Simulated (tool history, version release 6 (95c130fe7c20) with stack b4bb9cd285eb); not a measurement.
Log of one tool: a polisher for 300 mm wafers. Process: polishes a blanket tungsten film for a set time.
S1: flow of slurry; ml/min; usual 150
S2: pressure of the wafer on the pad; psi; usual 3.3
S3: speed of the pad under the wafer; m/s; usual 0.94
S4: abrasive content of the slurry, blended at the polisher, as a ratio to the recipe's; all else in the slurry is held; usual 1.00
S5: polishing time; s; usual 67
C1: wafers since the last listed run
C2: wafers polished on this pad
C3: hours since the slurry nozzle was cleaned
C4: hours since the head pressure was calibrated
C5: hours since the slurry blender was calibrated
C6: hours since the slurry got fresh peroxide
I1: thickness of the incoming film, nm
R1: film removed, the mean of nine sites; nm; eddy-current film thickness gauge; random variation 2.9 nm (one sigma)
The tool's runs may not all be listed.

| run | day | S1 | S2 | S3 | S4 | S5 | C1 | C2 | C3 | C4 | C5 | C6 | I1 | R1 |
|---|---|---|---|---|---|---|---|---|---|---|---|---|---|---|
| 1 | 0.000 | 150 | 3.3 | 0.94 | 1.00 | 67 | 0 | 2985 | 119.4 | 34.8 | 380.3 | 111.1 | 732.6 | 253.2 |
|  | 0.979 | slurry blender recalibrated |
| 2 | 2.279 | 150 | 3.3 | 0.94 | 1.00 | 67 | 467 | 3452 | 174.1 | 89.5 | 31.2 | 165.8 | 741.6 | 249.6 |
| 3 | 4.750 | 150 | 3.3 | 0.94 | 1.00 | 67 | 525 | 3978 | 233.4 | 148.8 | 90.5 | 225.1 | 744.1 | 255.3 |
|  | 6.321 | worn pad replaced by a new one |
| 4 | 9.204 | 150 | 3.3 | 0.94 | 1.00 | 67 | 911 | 612 | 340.3 | 255.7 | 197.4 | 332.0 | 738.3 | 248.3 |
| 5 | 10.800 | 150 | 3.3 | 0.94 | 0.90 | 67 | 339 | 952 | 378.6 | 294.0 | 235.7 | 370.3 | 745.5 | 240.4 |
|  | 11.358 | slurry tank refilled with fresh slurry and peroxide |
| 6 | 14.038 | 150 | 3.3 | 0.94 | 0.90 | 67 | 679 | 1632 | 456.3 | 371.7 | 313.4 | 64.3 | 737.9 | 245.3 |
| 7 | 17.229 | 150 | 3.3 | 0.94 | 0.90 | 67 | 678 | 2310 | 532.9 | 448.3 | 390.0 | 140.9 | 748.9 | 242.8 |
| 8 | 20.408 | 150 | 3.3 | 0.94 | 0.95 | 67 | 676 | 2987 | 609.2 | 524.6 | 466.3 | 217.2 | 743.5 | 251.3 |
|  | 21.304 | slurry blender recalibrated |
| 9 | 22.333 | 150 | 3.3 | 0.94 | 0.95 | 67 | 391 | 3378 | 655.4 | 570.8 | 24.7 | 263.4 | 727.9 | 247.7 |
|  | 23.704 | worn pad replaced by a new one |
|  | 24.292 | slurry nozzle cleaned |
| 10 | 24.346 | 150 | 3.3 | 0.94 | 1.00 | 67 | 383 | 127 | 1.3 | 619.1 | 73.0 | 311.7 | 748.6 | 253.2 |
|  | 27.058 | slurry tank refilled with fresh slurry and peroxide |
| 11 | 27.988 | 150 | 3.3 | 0.94 | 1.00 | 67 | 765 | 893 | 88.7 | 706.5 | 160.4 | 22.3 | 728.1 | 247.8 |
| 12 | 31.500 | 150 | 3.3 | 1.22 | 1.25 | 83 | 747 | 1640 | 173.0 | 790.8 | 244.7 | 106.6 | 739.6 | 405.8 |
| 13 | 33.683 | 150 | 3.3 | 0.94 | 1.00 | 67 | 464 | 2104 | 225.4 | 843.2 | 297.1 | 159.0 | 734.6 | 248.3 |
| 14 | 35.279 | 125 | 3.3 | 0.94 | 0.80 | 67 | 339 | 2444 | 263.7 | 881.5 | 335.4 | 197.3 | 733.1 | 232.6 |
|  | 38.333 | slurry blender recalibrated |
| 15 | 39.088 | 165 | 3.8 | 0.94 | 1.00 | 67 | 792 | 3236 | 355.1 | 972.9 | 18.1 | 288.7 | 727.5 | 273.2 |
| 16 | 40.854 | 150 | 3.3 | 0.94 | 1.00 | 67 | 375 | 3612 | 397.5 | 1015.3 | 60.5 | 331.1 | 738.4 | 249.4 |
|  | 42.075 | head pressure recalibrated |
| 17 | 42.392 | 150 | 4.5 | 0.94 | 1.00 | 74 | 309 | 3921 | 434.4 | 7.6 | 97.4 | 368.0 | 743.5 | 344.3 |
|  | 42.808 | worn pad replaced by a new one |
|  | 46.112 | slurry tank refilled with fresh slurry and peroxide |
| 18 | 46.171 | 150 | 3.3 | 1.26 | 1.00 | 79 | 759 | 706 | 525.1 | 98.3 | 188.1 | 1.4 | 745.3 | 375.4 |
| 19 | 47.675 | 150 | 2.8 | 1.20 | 1.00 | 67 | 319 | 1026 | 561.2 | 134.4 | 224.2 | 37.5 | 746.1 | 281.7 |
|  | 49.346 | slurry nozzle cleaned |
| 20 | 50.012 | 150 | 3.3 | 0.94 | 0.75 | 67 | 488 | 1514 | 16.0 | 190.5 | 280.3 | 93.6 | 734.2 | 231.5 |
| 21 | 52.092 | 150 | 3.3 | 0.94 | 1.00 | 78 | 442 | 1956 | 65.9 | 240.4 | 330.2 | 143.5 | 750.2 | 293.3 |
| 22 | 54.208 | 150 | 3.3 | 0.70 | 0.85 | 57 | 450 | 2406 | 116.7 | 291.2 | 381.0 | 194.3 | 755.6 | 163.9 |
| 23 | 57.450 | 150 | 3.3 | 0.94 | 1.00 | 67 | 689 | 3096 | 194.5 | 369.0 | 458.8 | 272.1 | 743.9 | 247.2 |
|  | 58.196 | slurry blender recalibrated |
| 24 | 58.983 | 150 | 3.3 | 1.14 | 1.00 | 87 | 308 | 3404 | 231.3 | 405.8 | 18.9 | 308.9 | 735.9 | 378.0 |
| 25 | 60.742 | 110 | 3.3 | 0.94 | 1.00 | 47 | 373 | 3778 | 273.5 | 448.0 | 61.1 | 351.1 | 730.7 | 165.2 |
|  | 61.925 | slurry tank refilled with fresh slurry and peroxide |
|  | 63.496 | worn pad replaced by a new one |
| 26 | 64.075 | 150 | 3.3 | 1.16 | 1.00 | 44 | 664 | 123 | 353.5 | 528.0 | 141.1 | 51.6 | 731.9 | 198.6 |

Forecast each of these 4 alternatives for the next run:
| A | 64.092 | 150 | 3.3 | 0.94 | 1.00 | 67 | 3 | 127 | 353.9 | 528.4 | 141.5 | 52.0 | 735.3 | ? |
| B | 64.092 | 150 | 3.3 | 1.04 | 0.75 | 47 | 3 | 127 | 353.9 | 528.4 | 141.5 | 52.0 | 735.3 | ? |
| C | 64.092 | 150 | 2.9 | 0.94 | 0.70 | 67 | 3 | 127 | 353.9 | 528.4 | 141.5 | 52.0 | 735.3 | ? |
| D | 64.092 | 150 | 3.3 | 0.74 | 1.00 | 67 | 3 | 127 | 353.9 | 528.4 | 141.5 | 52.0 | 735.3 | ? |

| run | R1 |
|---|---|
| A | 252.8 |
| B | 177.5 |
| C | 211.9 |
| D | 209.5 |
Without the tool's hidden state the same runs would have given:
| run | R1 |
|---|---|
| A | 252.8 |
| B | 177.5 |
| C | 211.9 |
| D | 209.5 |

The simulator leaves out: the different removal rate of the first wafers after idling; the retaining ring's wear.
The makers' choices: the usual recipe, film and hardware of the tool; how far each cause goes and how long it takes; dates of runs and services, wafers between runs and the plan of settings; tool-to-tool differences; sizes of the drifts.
